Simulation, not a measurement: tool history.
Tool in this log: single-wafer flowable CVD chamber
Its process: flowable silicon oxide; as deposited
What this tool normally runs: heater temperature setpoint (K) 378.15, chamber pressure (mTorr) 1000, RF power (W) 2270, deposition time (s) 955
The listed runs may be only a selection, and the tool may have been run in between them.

run   hour  heater temperature setpoint (K)  chamber pressure (mTorr)  RF power (W)  deposition time (s)  read-back reference wafer on the same gauge, thickness_nm  mean film thickness on the monitor wafer (angstrom)
  1    0.0                           378.15                       830          2270                  955                                                    633.168                                              5970.95
  2   15.0                           378.15                       830          2270                  955                                                    632.907                                              5990.44
      37.8  -- showerhead replaced, of another model than before
  3   38.3                           378.15                      1000          2270                  955                                                    632.585                                              7210.73
  4   45.1                           378.15                      1000          2270                  955                                                    633.175                                              7180.64
  5   62.9                           378.15                      1000          2270                 1103                                                    632.450                                              8360.40
  6   80.7                           378.15                      1000          2270                 1103                                                    633.217                                              8378.12
  7   88.7                           373.15                      1110          2270                 1033                                                    633.371                                              9883.14
  8   97.7                           378.15                       800          2045                  792                                                    632.884                                              5340.96
     109.9  -- RF generator calibrated
  9  113.9                           378.15                      1080          2270                  955                                                    633.015                                              7575.36
     127.8  -- gauge calibrated
     149.3  -- capacitance manometer re-zeroed and calibrated
 10  149.8                           378.15                      1120          2270                 1082                                                    633.094                                              8729.14
 11  156.1                           378.15                      1000          1995                  955                                                    633.081                                              7197.17
 12  166.9                           378.15                      1000          1995                  955                                                    633.310                                              7189.97
 13  173.1                           378.15                      1000          2270                  955                                                    633.467                                              7279.64
 14  186.6                           378.15                       870          2270                  907                                                    632.779                                              6408.85
 15  194.2                           388.15                      1000          2270                  955                                                    633.152                                              5109.13
 16  204.7                           365.15                       810          2140                 1004                                                    633.173                                             10940.68
     216.8  -- thermocouple changed; heater temperature recalibrated
 17  217.3                           378.15                      1180          2270                  955                                                    633.341                                              7561.91
 18  231.6                           378.15                      1000          2270                 1106                                                    633.146                                              7970.27
 19  242.2                           378.15                      1230          2665                  955                                                    632.980                                              7799.11
 20  254.0                           368.15                      1000          2600                  955                                                    632.911                                              9978.00
 21  271.2                           363.15                      1000          2270                 1049                                                    632.727                                             12959.87
 22  307.8                           378.15                      1000          2270                  955                                                    633.066                                              6905.68
 23  323.6                           373.15                      1070          2720                  955                                                    633.075                                              8722.14
 24  338.1                           392.15                      1000          1970                  955                                                    632.941                                              4220.37
 25  348.5                           369.15                       850          2720                  872                                                    632.879                                              8162.56
 26  355.9                           378.15                      1210          1985                  955                                                    633.172                                              7592.26
 27  369.0                           378.15                      1000          2270                  955                                                    633.077                                              6900.70

What if the next run were any one of these 5? Each begins from the tool's condition after run 27:
  A  369.7                           391.15                      1000          2270                  955                                                          ?                                                    ?
  B  369.7                           366.15                      1000          2270                 1094                                                          ?                                                    ?
  C  369.7                           368.15                      1000          2720                  955                                                          ?                                                    ?
  D  369.7                           378.15                      1000          2270                  772                                                          ?                                                    ?
  E  369.7                           370.15                      1000          2650                  779                                                          ?                                                    ?

run  read-back reference wafer on the same gauge, thickness_nm  mean film thickness on the monitor wafer (angstrom)
  A                                                    632.749                                              4401.25
  B                                                    632.749                                             12214.93
  C                                                    632.749                                             10028.28
  D                                                    632.749                                              5576.44
  E                                                    632.749                                              7595.23
Without the tool's unlogged condition, the same runs would have read:
run  mean film thickness on the monitor wafer (angstrom)
  A                                              4331.50
  B                                             11998.85
  C                                              9852.97
  D                                              5478.96
  E                                              7464.01
